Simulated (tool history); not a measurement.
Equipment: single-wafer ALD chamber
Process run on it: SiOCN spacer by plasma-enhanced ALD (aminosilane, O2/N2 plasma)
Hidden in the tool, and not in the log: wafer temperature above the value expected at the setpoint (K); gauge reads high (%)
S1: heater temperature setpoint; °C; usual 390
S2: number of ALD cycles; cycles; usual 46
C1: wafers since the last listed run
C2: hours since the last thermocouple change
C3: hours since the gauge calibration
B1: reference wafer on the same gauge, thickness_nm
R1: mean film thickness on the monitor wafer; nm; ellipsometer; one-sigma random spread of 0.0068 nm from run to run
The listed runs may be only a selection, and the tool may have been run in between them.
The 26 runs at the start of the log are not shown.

run,hour,S1,S2,C1,C2,C3,B1,R1
# hour 1340.4: gauge calibrated
27,1360,376,53,288,328.5,19.6,2.729,3.112
28,1388.4,397,54,157,356.9,48,2.728,3.176
29,1434.5,402,40,255,403,94.1,2.726,2.348
30,1492.9,390,50,323,461.4,152.5,2.728,2.934
31,1521.7,390,46,159,490.2,181.3,2.729,2.694
32,1566.3,377,50,246,534.8,225.9,2.728,2.924
33,1592.6,381,53,145,561.1,252.2,2.726,3.103
34,1628.1,395,46,196,596.6,287.7,2.727,2.704
35,1696.1,390,46,376,664.6,355.7,2.726,2.699
36,1725.1,390,46,160,693.6,384.7,2.728,2.699
37,1763.8,390,46,214,732.3,423.4,2.725,2.701
38,1843.2,390,46,439,811.7,502.8,2.724,2.695
39,1885.6,403,39,234,854.1,545.2,2.724,2.28
40,1930.7,384,52,249,899.2,590.3,2.724,3.052
41,1982.1,402,41,284,950.6,641.7,2.722,2.384
42,2035.7,394,54,296,1004.2,695.3,2.722,3.171

What does the tool deliver on the next run?
43,2107.7,383,46,398,1076.2,767.3,?,?

Run 43 gave B1 2.72, R1 2.686 nm.
Minus the tool's unlogged condition, the same run would have read R1 2.696 nm.
